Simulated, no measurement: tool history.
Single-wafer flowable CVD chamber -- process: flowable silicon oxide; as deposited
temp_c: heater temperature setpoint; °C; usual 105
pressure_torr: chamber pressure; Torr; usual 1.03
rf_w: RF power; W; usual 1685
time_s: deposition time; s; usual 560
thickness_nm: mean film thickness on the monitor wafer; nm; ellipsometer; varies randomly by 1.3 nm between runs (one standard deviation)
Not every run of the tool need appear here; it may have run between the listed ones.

run,hour,temp_c,pressure_torr,rf_w,time_s,"read-back reference wafer on the same gauge, thickness_nm",thickness_nm
1,0,105,1.03,1685,560,402.001,401.899
2,13.1,105,1.03,1685,560,402.238,404.237
3,39.4,105,1.03,1685,560,402.496,402.44
4,72.5,105,1.03,1685,560,401.991,402.808
5,89.1,105,1.11,1685,503,401.858,387.712
6,123.1,105,1.11,1685,503,402.271,386.879
7,145.3,105,1.11,1685,503,401.605,384.949
8,161.6,105,1.03,1685,560,402.343,399.283
9,186.3,105,1.03,1685,560,401.424,400.448
10,198.3,115,1.03,1685,560,402.576,304.326
11,212,115,1.03,1685,560,402.122,303.916
12,228.8,105,0.96,1685,560,402.155,374.258
13,242.2,115,1.26,1470,609,401.858,386.184
14,266,111,0.9,1685,512,401.651,271.178
15,293.6,105,1.03,1685,560,402.126,402.576
16,317.2,105,1.03,1685,560,402.038,402.81
# hour 339.3: RF generator calibrated
17,352.3,105,1.03,1685,560,401.697,399.909
# hour 370.3: showerhead replaced
18,370.8,105,1.03,1685,560,402.38,403.682
# hour 384.5: gauge calibrated
19,394.2,105,1.03,1685,493,401.904,357.593
# hour 408.2: thermocouple changed; heater temperature recalibrated
# hour 417.4: capacitance manometer re-zeroed and calibrated
20,418.4,92,0.83,1685,636,401.728,504.929
21,435.5,112,0.96,1685,560,401.985,285.637
22,460.5,105,1.03,1685,560,402.25,374.52
23,481.2,120,1.03,1685,560,402.703,249.423
24,498.8,105,1.03,1900,637,402.02,440.93
25,523.6,105,1.03,1860,602,401.508,415.818

Predict each of these 5 candidate next runs independently; none follows another, all start after run 25:
A,524.2,105,1.03,1685,560,?,?
B,524.2,119,1.03,1685,560,?,?
C,524.2,97,1.03,1485,560,?,?
D,524.2,100,1.13,1495,560,?,?
E,524.2,105,1.18,1685,531,?,?

run,"read-back reference wafer on the same gauge, thickness_nm",thickness_nm
A,402.037,379.919
B,402.037,256.801
C,402.037,465.674
D,402.037,467.43
E,402.037,410.19
Take away the tool's hidden state, keep each run's random variation, and the runs would have read:
run,thickness_nm
A,378.062
B,255.546
C,463.398
D,465.34
E,408.356
